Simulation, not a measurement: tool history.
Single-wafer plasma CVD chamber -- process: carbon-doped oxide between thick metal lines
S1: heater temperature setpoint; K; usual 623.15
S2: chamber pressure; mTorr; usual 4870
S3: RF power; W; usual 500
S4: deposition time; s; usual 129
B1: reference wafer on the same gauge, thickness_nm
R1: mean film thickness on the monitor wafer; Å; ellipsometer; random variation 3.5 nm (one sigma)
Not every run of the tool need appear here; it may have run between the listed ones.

| run | day | S1 | S2 | S3 | S4 | B1 | R1 |
|---|---|---|---|---|---|---|---|
| 1 | 0 | 623.15 | 4870 | 500 | 111 | 680.476 | 5961.52 |
| 2 | 2.188 | 623.15 | 4870 | 500 | 111 | 679.572 | 5978.07 |
| 3 | 3.492 | 623.15 | 4870 | 500 | 111 | 678.925 | 5894.88 |
| 4 | 6.192 | 623.15 | 5600 | 500 | 129 | 679.626 | 7025.61 |
| 5 | 8.846 | 623.15 | 4870 | 500 | 129 | 679.737 | 6933.97 |
| 6 | 10.017 | 623.15 | 4870 | 500 | 129 | 680.168 | 6907.59 |
| 7 | 12.25 | 623.15 | 4870 | 430 | 129 | 680.595 | 5854.59 |
| 8 | 14.021 | 623.15 | 4870 | 430 | 129 | 679.79 | 5776.66 |
| 9 | 16.812 | 623.15 | 4870 | 500 | 129 | 680.177 | 6836.07 |
| 10 | 18.45 | 623.15 | 4870 | 500 | 129 | 678.862 | 6948.04 |
| 11 | 21.217 | 623.15 | 4610 | 500 | 129 | 679.121 | 6829.3 |
| 12 | 23.812 | 623.15 | 4870 | 500 | 129 | 680.167 | 6910.81 |
| 13 | 26.588 | 623.15 | 4870 | 435 | 129 | 680.775 | 5949.18 |
| 14 | 27.633 | 618.15 | 4500 | 500 | 106 | 680.266 | 5636.7 |
| 15 | 30.088 | 623.15 | 5280 | 500 | 129 | 677.737 | 7067.15 |
| 16 | 31.208 | 623.15 | 4870 | 500 | 129 | 680.409 | 6875.43 |
| 17 | 32.533 | 623.15 | 4870 | 500 | 129 | 679.631 | 6844.95 |
| 18 | 34.246 | 609.15 | 3920 | 455 | 104 | 681.951 | 5059.27 |
| 19 | 35.967 | 623.15 | 5250 | 500 | 113 | 680.35 | 6116.27 |
| 20 | 38.329 | 623.15 | 4870 | 560 | 129 | 679.815 | 7669.65 |
| 21 | 41.046 | 623.15 | 4870 | 500 | 129 | 681.033 | 6939.11 |
| 22 | 42.317 | 623.15 | 4870 | 590 | 118 | 678.183 | 7331.51 |

Put back what was entered between runs (5 entries, withheld): which listed runs does each sit between, and how does the hidden state differ from the listed run before to the listed run after?
In the gap between runs 7 and 8: thermocouple changed; heater temperature recalibrated (day 12.842)
  nothing in the hidden state changes from one run to the other
In the gap between runs 8 and 9: RF generator calibrated (day 15.479)
  nothing in the hidden state changes from one run to the other
In the gap between runs 11 and 12: gauge calibrated (day 22.704)
  nothing in the hidden state changes from one run to the other
In the gap between runs 14 and 15: showerhead replaced (day 28.517)
  nothing in the hidden state changes from one run to the other
In the gap between runs 16 and 17: capacitance manometer re-zeroed and calibrated (day 31.962)
  nothing in the hidden state changes from one run to the other
